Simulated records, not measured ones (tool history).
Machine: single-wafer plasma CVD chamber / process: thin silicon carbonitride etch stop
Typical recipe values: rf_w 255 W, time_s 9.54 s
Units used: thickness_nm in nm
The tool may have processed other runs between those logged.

| run | hour | rf_w | time_s | wafers since the last listed run | hours since the last thermocouple change | hours since the last RF generator calibration | hours since the showerhead was replaced | hours since the gauge calibration | read-back reference wafer on the same gauge, thickness_nm | thickness_nm |
|---|---|---|---|---|---|---|---|---|---|---|
| 1 | 0 | 255 | 8.06 | 0 | 2137.1 | 1428.5 | 3171 | 154.3 | 6.521 | 5.037 |
| 2 | 20.2 | 255 | 8.5 | 518 | 2157.3 | 1448.7 | 3191.2 | 174.5 | 6.519 | 5.308 |
| 3 | 55.1 | 255 | 9.54 | 895 | 2192.2 | 1483.6 | 3226.1 | 209.4 | 6.519 | 5.951 |
| 4 | 78.3 | 255 | 9.54 | 595 | 2215.4 | 1506.8 | 3249.3 | 232.6 | 6.52 | 5.967 |
| 5 | 99.1 | 255 | 9.54 | 533 | 2236.2 | 1527.6 | 3270.1 | 253.4 | 6.518 | 5.96 |
| 6 | 114.7 | 255 | 9.54 | 400 | 2251.8 | 1543.2 | 3285.7 | 269 | 6.521 | 5.955 |
|  | 160.4 | thermocouple changed; heater temperature recalibrated |
| 7 | 169.5 | 255 | 9.54 | 1200 | 9.1 | 1598 | 3340.5 | 323.8 | 6.519 | 5.924 |
| 8 | 193.1 | 210 | 9.54 | 605 | 32.7 | 1621.6 | 3364.1 | 347.4 | 6.522 | 5.745 |
|  | 198 | gauge calibrated |
| 9 | 213.8 | 225 | 8.35 | 531 | 53.4 | 1642.3 | 3384.8 | 15.8 | 6.522 | 5.085 |
|  | 230.7 | RF generator calibrated |
|  | 237.9 | showerhead replaced |
| 10 | 238.4 | 275 | 10.46 | 240 | 78 | 7.7 | 0.5 | 40.4 | 6.521 | 6.632 |
| 11 | 269 | 295 | 11.26 | 785 | 108.6 | 38.3 | 31.1 | 71 | 6.524 | 7.249 |
| 12 | 291.3 | 255 | 9.54 | 572 | 130.9 | 60.6 | 53.4 | 93.3 | 6.521 | 5.942 |
| 13 | 315.7 | 235 | 10.54 | 626 | 155.3 | 85 | 77.8 | 117.7 | 6.519 | 6.477 |
| 14 | 345.8 | 285 | 8.13 | 772 | 185.4 | 115.1 | 107.9 | 147.8 | 6.523 | 5.192 |
| 15 | 364.2 | 290 | 7.93 | 472 | 203.8 | 133.5 | 126.3 | 166.2 | 6.52 | 5.083 |

Hidden condition of the tool, last listed run before each entry between runs versus first listed run after:
From run 6 to run 7: thermocouple changed; heater temperature recalibrated (hour 160.4)
  no difference in the tool's unlogged condition between these two runs
From run 8 to run 9: gauge calibrated (hour 198)
  no difference in the tool's unlogged condition between these two runs
From run 9 to run 10: RF generator calibrated (hour 230.7); showerhead replaced (hour 237.9)
  no difference in the tool's unlogged condition between these two runs
